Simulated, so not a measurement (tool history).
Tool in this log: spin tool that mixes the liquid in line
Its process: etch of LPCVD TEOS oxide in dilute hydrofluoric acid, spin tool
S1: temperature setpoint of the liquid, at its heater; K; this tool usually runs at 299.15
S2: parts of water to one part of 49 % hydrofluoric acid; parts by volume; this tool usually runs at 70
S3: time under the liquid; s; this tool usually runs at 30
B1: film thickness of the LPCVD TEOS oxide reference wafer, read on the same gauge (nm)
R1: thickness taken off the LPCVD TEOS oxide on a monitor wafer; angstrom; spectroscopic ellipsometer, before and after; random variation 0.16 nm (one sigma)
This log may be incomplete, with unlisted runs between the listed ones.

| run | hour | S1 | S2 | S3 | B1 | R1 |
|---|---|---|---|---|---|---|
| 1 | 0 | 299.15 | 70 | 30 | 110 | 276.5 |
| 2 | 13.1 | 301.65 | 70 | 30 | 109.96 | 303.4 |
| 3 | 28.2 | 301.65 | 70 | 30 | 110 | 308.8 |
| 4 | 38.3 | 301.65 | 70 | 30 | 110.01 | 308.8 |
| 5 | 47.7 | 299.15 | 95 | 30 | 110.01 | 196.8 |
| 6 | 65.5 | 299.15 | 95 | 30 | 109.99 | 198.1 |
| 7 | 87.5 | 299.15 | 55 | 30 | 109.97 | 365.9 |
| 8 | 96.1 | 299.15 | 55 | 30 | 110 | 362.7 |
| 9 | 105.5 | 299.15 | 55 | 30 | 109.97 | 367.7 |
| 10 | 113.7 | 299.15 | 70 | 30 | 109.99 | 281 |
| 11 | 131.1 | 299.15 | 70 | 30 | 110 | 279.5 |
| 12 | 148.7 | 299.15 | 70 | 20 | 110.02 | 187.3 |
| 13 | 165.2 | 299.15 | 70 | 30 | 109.99 | 283.8 |
|  | 178.2 | gauge calibrated |
| 14 | 178.6 | 299.15 | 70 | 45 | 109.99 | 422.6 |
| 15 | 190.7 | 299.15 | 70 | 30 | 109.97 | 281.4 |
| 16 | 230 | 299.15 | 90 | 45 | 110 | 324.3 |
| 17 | 238.9 | 299.15 | 100 | 30 | 110.01 | 194.5 |
| 18 | 247.1 | 296.15 | 50 | 50 | 109.98 | 608.1 |
| 19 | 256.1 | 299.15 | 90 | 45 | 109.97 | 326 |
|  | 257.2 | hydrofluoric acid flow meter replaced |
|  | 266.6 | thermometer replaced |
| 20 | 272.7 | 301.65 | 45 | 30 | 110.01 | 464.1 |
| 21 | 283.8 | 297.65 | 70 | 30 | 110.03 | 247.1 |
| 22 | 294.9 | 295.15 | 100 | 30 | 110.02 | 149.6 |
| 23 | 301.5 | 299.15 | 70 | 30 | 110 | 262 |
| 24 | 309.5 | 299.15 | 70 | 30 | 110.02 | 262.4 |
| 25 | 323.6 | 295.65 | 70 | 30 | 110 | 227.9 |
| 26 | 338.9 | 302.65 | 100 | 35 | 109.99 | 235.2 |
| 27 | 346 | 302.65 | 85 | 15 | 109.99 | 122.1 |

What if the next run were any one of these 4? Each begins from the tool's condition after run 27:
| A | 346.4 | 299.15 | 70 | 15 | ? | ? |
| B | 346.4 | 302.65 | 60 | 20 | ? | ? |
| C | 346.4 | 301.15 | 45 | 45 | ? | ? |
| D | 346.4 | 302.15 | 70 | 40 | ? | ? |

| run | B1 | R1 |
|---|---|---|
| A | 110.03 | 132.4 |
| B | 110.03 | 239.7 |
| C | 110.03 | 693.3 |
| D | 110.03 | 397.1 |
Stripped of hidden state, with their random variation kept, the same runs would have yielded:
| run | R1 |
|---|---|
| A | 130.6 |
| B | 236.6 |
| C | 683.9 |
| D | 391.9 |
